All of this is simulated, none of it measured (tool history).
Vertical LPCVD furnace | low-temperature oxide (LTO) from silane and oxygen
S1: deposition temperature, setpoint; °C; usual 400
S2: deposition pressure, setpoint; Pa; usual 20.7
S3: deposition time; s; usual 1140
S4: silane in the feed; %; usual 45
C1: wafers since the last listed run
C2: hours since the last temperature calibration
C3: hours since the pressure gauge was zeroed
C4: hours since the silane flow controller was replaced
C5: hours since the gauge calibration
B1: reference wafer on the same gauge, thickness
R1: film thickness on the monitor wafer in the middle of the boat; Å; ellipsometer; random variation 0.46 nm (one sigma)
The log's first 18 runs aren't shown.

{"run": 19, "hour": 844.5, "S1": 400, "S2": 20.7, "S3": 1140, "S4": 50, "C1": 396, "C2": 1778.7, "C3": 3844.9, "C4": 518.7, "C5": 105.4, "B1": 162.96, "R1": 1701.6}
{"run": 20, "hour": 912.8, "S1": 400, "S2": 24, "S3": 1140, "S4": 45, "C1": 649, "C2": 1847, "C3": 3913.2, "C4": 587, "C5": 173.7, "B1": 162.88, "R1": 1794.3}
{"run": 21, "hour": 965.6, "S1": 400, "S2": 20.7, "S3": 690, "S4": 50, "C1": 501, "C2": 1899.8, "C3": 3966, "C4": 639.8, "C5": 226.5, "B1": 163.05, "R1": 1029.1}
{"run": 22, "hour": 1028.0, "S1": 400, "S2": 20.7, "S3": 1140, "S4": 45, "C1": 593, "C2": 1962.2, "C3": 4028.4, "C4": 702.2, "C5": 288.9, "B1": 162.99, "R1": 1540.9}
{"hour": 1087.2, "done": "thermocouples replaced and temperature profile calibrated"}
{"run": 23, "hour": 1089.7, "S1": 391, "S2": 20.7, "S3": 1140, "S4": 45, "C1": 358, "C2": 2.5, "C3": 4090.1, "C4": 763.9, "C5": 350.6, "B1": 162.99, "R1": 1401.9}
{"run": 24, "hour": 1125.2, "S1": 390, "S2": 20.7, "S3": 810, "S4": 48, "C1": 337, "C2": 38, "C3": 4125.6, "C4": 799.4, "C5": 386.1, "B1": 163, "R1": 1046.2}
{"hour": 1154.5, "done": "pressure gauge zeroed"}
{"run": 25, "hour": 1193.6, "S1": 400, "S2": 20.7, "S3": 1140, "S4": 45, "C1": 422, "C2": 106.4, "C3": 39.1, "C4": 867.8, "C5": 454.5, "B1": 162.96, "R1": 1538.7}
{"run": 26, "hour": 1235.3, "S1": 400, "S2": 20.7, "S3": 1260, "S4": 45, "C1": 396, "C2": 148.1, "C3": 80.8, "C4": 909.5, "C5": 496.2, "B1": 163.02, "R1": 1704.7}
{"run": 27, "hour": 1278.5, "S1": 392, "S2": 16.7, "S3": 960, "S4": 48, "C1": 410, "C2": 191.3, "C3": 124, "C4": 952.7, "C5": 539.4, "B1": 163.11, "R1": 1025.3}
{"run": 28, "hour": 1319.5, "S1": 400, "S2": 20.7, "S3": 930, "S4": 37, "C1": 389, "C2": 232.3, "C3": 165, "C4": 993.7, "C5": 580.4, "B1": 163.05, "R1": 999.9}
{"run": 29, "hour": 1386.2, "S1": 400, "S2": 20.7, "S3": 1140, "S4": 45, "C1": 634, "C2": 299, "C3": 231.7, "C4": 1060.4, "C5": 647.1, "B1": 162.99, "R1": 1550.9}
{"run": 30, "hour": 1443.3, "S1": 400, "S2": 18, "S3": 1140, "S4": 40, "C1": 542, "C2": 356.1, "C3": 288.8, "C4": 1117.5, "C5": 704.2, "B1": 162.98, "R1": 1176.5}
{"run": 31, "hour": 1501.1, "S1": 395, "S2": 20.7, "S3": 1590, "S4": 45, "C1": 549, "C2": 413.9, "C3": 346.6, "C4": 1175.3, "C5": 762, "B1": 162.96, "R1": 2049.2}
{"run": 32, "hour": 1555.5, "S1": 400, "S2": 18, "S3": 690, "S4": 50, "C1": 517, "C2": 468.3, "C3": 401, "C4": 1229.7, "C5": 816.4, "B1": 163.13, "R1": 894.2}

3 ways to go on from here, each from the tool as it stands after run 32. What would each give?
{"run": "A", "hour": 1559.9, "S1": 400, "S2": 20.7, "S3": 1560, "S4": 45, "C1": 41, "C2": 472.7, "C3": 405.4, "C4": 1234.1, "C5": 820.8, "B1": "?", "R1": "?"}
{"run": "B", "hour": 1559.9, "S1": 400, "S2": 20.7, "S3": 1410, "S4": 45, "C1": 41, "C2": 472.7, "C3": 405.4, "C4": 1234.1, "C5": 820.8, "B1": "?", "R1": "?"}
{"run": "C", "hour": 1559.9, "S1": 390, "S2": 20.7, "S3": 1140, "S4": 45, "C1": 41, "C2": 472.7, "C3": 405.4, "C4": 1234.1, "C5": 820.8, "B1": "?", "R1": "?"}

run=A B1=163.01 R1=2111.4
run=B B1=163.01 R1=1908.4
run=C B1=163.01 R1=1384.7
Without the tool's hidden state the same runs would have given:
run=A R1=2111.4
run=B R1=1908.4
run=C R1=1384.7
